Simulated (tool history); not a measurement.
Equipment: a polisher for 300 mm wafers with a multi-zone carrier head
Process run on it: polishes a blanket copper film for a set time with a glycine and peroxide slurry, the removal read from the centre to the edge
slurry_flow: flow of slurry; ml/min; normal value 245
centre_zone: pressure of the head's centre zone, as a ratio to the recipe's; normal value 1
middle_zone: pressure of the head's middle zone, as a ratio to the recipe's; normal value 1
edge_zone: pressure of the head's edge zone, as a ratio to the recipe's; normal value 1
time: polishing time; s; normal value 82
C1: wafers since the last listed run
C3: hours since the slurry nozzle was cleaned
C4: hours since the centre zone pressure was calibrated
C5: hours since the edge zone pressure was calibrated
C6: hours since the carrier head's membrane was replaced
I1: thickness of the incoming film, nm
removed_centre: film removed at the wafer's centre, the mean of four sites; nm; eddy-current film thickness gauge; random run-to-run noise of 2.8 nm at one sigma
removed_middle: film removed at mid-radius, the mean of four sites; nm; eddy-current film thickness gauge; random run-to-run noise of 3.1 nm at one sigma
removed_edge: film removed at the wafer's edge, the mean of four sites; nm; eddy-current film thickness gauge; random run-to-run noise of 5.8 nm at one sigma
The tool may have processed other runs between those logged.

run 1 hour=0 | slurry_flow=245 centre_zone=1 middle_zone=1 edge_zone=1 time=82 | C1=0 wafers_polished_on_this_pad=290 C3=778.4 C4=1050.8 C5=1101.4 C6=1541 | I1=1685.6 | removed_centre=375.2 removed_middle=427.5 removed_edge=428.3
run 2 hour=16.5 | slurry_flow=245 centre_zone=1 middle_zone=1 edge_zone=1 time=82 | C1=202 wafers_polished_on_this_pad=492 C3=794.9 C4=1067.3 C5=1117.9 C6=1557.5 | I1=1697.7 | removed_centre=371.2 removed_middle=427.8 removed_edge=433.3
run 3 hour=24.1 | slurry_flow=245 centre_zone=1 middle_zone=1 edge_zone=1 time=82 | C1=93 wafers_polished_on_this_pad=585 C3=802.5 C4=1074.9 C5=1125.5 C6=1565.1 | I1=1707.2 | removed_centre=375.2 removed_middle=423.5 removed_edge=432.1
run 4 hour=35.1 | slurry_flow=245 centre_zone=1 middle_zone=1 edge_zone=1 time=82 | C1=134 wafers_polished_on_this_pad=720 C3=813.5 C4=1085.9 C5=1136.5 C6=1576.1 | I1=1669.9 | removed_centre=377.9 removed_middle=428 removed_edge=445.3
-- hour=37 slurry nozzle cleaned
run 5 hour=50.5 | slurry_flow=245 centre_zone=1 middle_zone=1 edge_zone=1 time=82 | C1=176 wafers_polished_on_this_pad=897 C3=13.5 C4=1101.3 C5=1151.9 C6=1591.5 | I1=1685.3 | removed_centre=374.8 removed_middle=429 removed_edge=439.4
run 6 hour=66.1 | slurry_flow=245 centre_zone=1 middle_zone=1 edge_zone=1 time=82 | C1=191 wafers_polished_on_this_pad=1088 C3=29.1 C4=1116.9 C5=1167.5 C6=1607.1 | I1=1687 | removed_centre=368.6 removed_middle=425.7 removed_edge=444
-- hour=70.2 worn pad replaced by a new one
run 7 hour=81 | slurry_flow=220 centre_zone=1 middle_zone=1.05 edge_zone=0.93 time=82 | C1=133 wafers_polished_on_this_pad=132 C3=44 C4=1131.8 C5=1182.4 C6=1622 | I1=1711.2 | removed_centre=370.9 removed_middle=433.3 removed_edge=408.8
-- hour=92.7 edge zone pressure recalibrated
run 8 hour=125.9 | slurry_flow=245 centre_zone=1 middle_zone=0.95 edge_zone=1 time=74 | C1=526 wafers_polished_on_this_pad=658 C3=88.9 C4=1176.7 C5=33.2 C6=1666.9 | I1=1686.2 | removed_centre=332.4 removed_middle=368.5 removed_edge=389.5
-- hour=132.3 centre zone pressure recalibrated
run 9 hour=142.2 | slurry_flow=210 centre_zone=1.06 middle_zone=1 edge_zone=1 time=82 | C1=175 wafers_polished_on_this_pad=833 C3=105.2 C4=9.9 C5=49.5 C6=1683.2 | I1=1691.9 | removed_centre=438 removed_middle=421.6 removed_edge=418.4
run 10 hour=157 | slurry_flow=245 centre_zone=1 middle_zone=1 edge_zone=1 time=82 | C1=181 wafers_polished_on_this_pad=1015 C3=120 C4=24.7 C5=64.3 C6=1698 | I1=1690.3 | removed_centre=419.4 removed_middle=430.1 removed_edge=438.2
-- hour=162.1 worn pad replaced by a new one
-- hour=171.8 carrier head's membrane replaced by a new one
run 11 hour=172.4 | slurry_flow=180 centre_zone=1.07 middle_zone=1 edge_zone=1 time=64 | C1=78 wafers_polished_on_this_pad=65 C3=135.4 C4=40.1 C5=79.7 C6=0.6 | I1=1689.2 | removed_centre=332.9 removed_middle=313.4 removed_edge=323.4
run 12 hour=180.1 | slurry_flow=245 centre_zone=1 middle_zone=1 edge_zone=0.93 time=82 | C1=94 wafers_polished_on_this_pad=160 C3=143.1 C4=47.8 C5=87.4 C6=8.3 | I1=1684.9 | removed_centre=415.5 removed_middle=427.4 removed_edge=424.4
run 13 hour=186.7 | slurry_flow=190 centre_zone=0.9 middle_zone=1 edge_zone=1 time=82 | C1=80 wafers_polished_on_this_pad=240 C3=149.7 C4=54.4 C5=94 C6=14.9 | I1=1675.8 | removed_centre=359.6 removed_middle=414.2 removed_edge=412.9
run 14 hour=199.2 | slurry_flow=175 centre_zone=1 middle_zone=0.9 edge_zone=1 time=59 | C1=153 wafers_polished_on_this_pad=394 C3=162.2 C4=66.9 C5=106.5 C6=27.4 | I1=1694.1 | removed_centre=282.3 removed_middle=270.7 removed_edge=303.9
run 15 hour=205.4 | slurry_flow=285 centre_zone=1 middle_zone=1 edge_zone=1 time=82 | C1=76 wafers_polished_on_this_pad=470 C3=168.4 C4=73.1 C5=112.7 C6=33.6 | I1=1683.2 | removed_centre=426.3 removed_middle=439.1 removed_edge=431.6
run 16 hour=217.3 | slurry_flow=245 centre_zone=1 middle_zone=0.94 edge_zone=1 time=82 | C1=145 wafers_polished_on_this_pad=616 C3=180.3 C4=85 C5=124.6 C6=45.5 | I1=1676.6 | removed_centre=414.8 removed_middle=397.7 removed_edge=440.6
run 17 hour=231.4 | slurry_flow=245 centre_zone=1.12 middle_zone=1.05 edge_zone=1 time=82 | C1=172 wafers_polished_on_this_pad=789 C3=194.4 C4=99.1 C5=138.7 C6=59.6 | I1=1697.2 | removed_centre=463.9 removed_middle=443.5 removed_edge=431.2
-- hour=248.8 worn pad replaced by a new one
run 18 hour=249.3 | slurry_flow=245 centre_zone=1 middle_zone=1 edge_zone=1 time=82 | C1=170 wafers_polished_on_this_pad=6 C3=212.3 C4=117 C5=156.6 C6=77.5 | I1=1686.5 | removed_centre=420.8 removed_middle=429.4 removed_edge=437
run 19 hour=260.3 | slurry_flow=245 centre_zone=1 middle_zone=1 edge_zone=1 time=82 | C1=134 wafers_polished_on_this_pad=141 C3=223.3 C4=128 C5=167.6 C6=88.5 | I1=1680.7 | removed_centre=412.4 removed_middle=427.8 removed_edge=439.2
run 20 hour=277 | slurry_flow=245 centre_zone=1 middle_zone=1 edge_zone=1 time=82 | C1=204 wafers_polished_on_this_pad=345 C3=240 C4=144.7 C5=184.3 C6=105.2 | I1=1709.2 | removed_centre=419.9 removed_middle=423.9 removed_edge=439.9
run 21 hour=285.3 | slurry_flow=225 centre_zone=1.08 middle_zone=0.92 edge_zone=1 time=69 | C1=101 wafers_polished_on_this_pad=447 C3=248.3 C4=153 C5=192.6 C6=113.5 | I1=1703.7 | removed_centre=373.6 removed_middle=325.8 removed_edge=374.2

What was the tool's hidden state at every run in the log?
removal rate lost through wear of the pad, %: 0, the same for each run
slurry flow missing at the pad, %: 0, the same for each run
deviation of the edge zone's pressure from its setpoint, %: 0, the same for each run
H1: deviation of the centre zone's pressure from its setpoint, %
run=1 H1=-9.62
run=2 H1=-9.8
run=3 H1=-9.88
run=4 H1=-10
run=5 H1=-10.2
run=6 H1=-10.4
run=7 H1=-10.5
run=8 H1=-11
run=9 H1=1.41
run=10 H1=1.25
run=11 H1=1.08
run=12 H1=0.991
run=13 H1=0.918
run=14 H1=0.778
run=15 H1=0.709
run=16 H1=0.576
run=17 H1=0.419
run=18 H1=0.22
run=19 H1=0.0968
run=20 H1=-0.0895
run=21 H1=-0.182
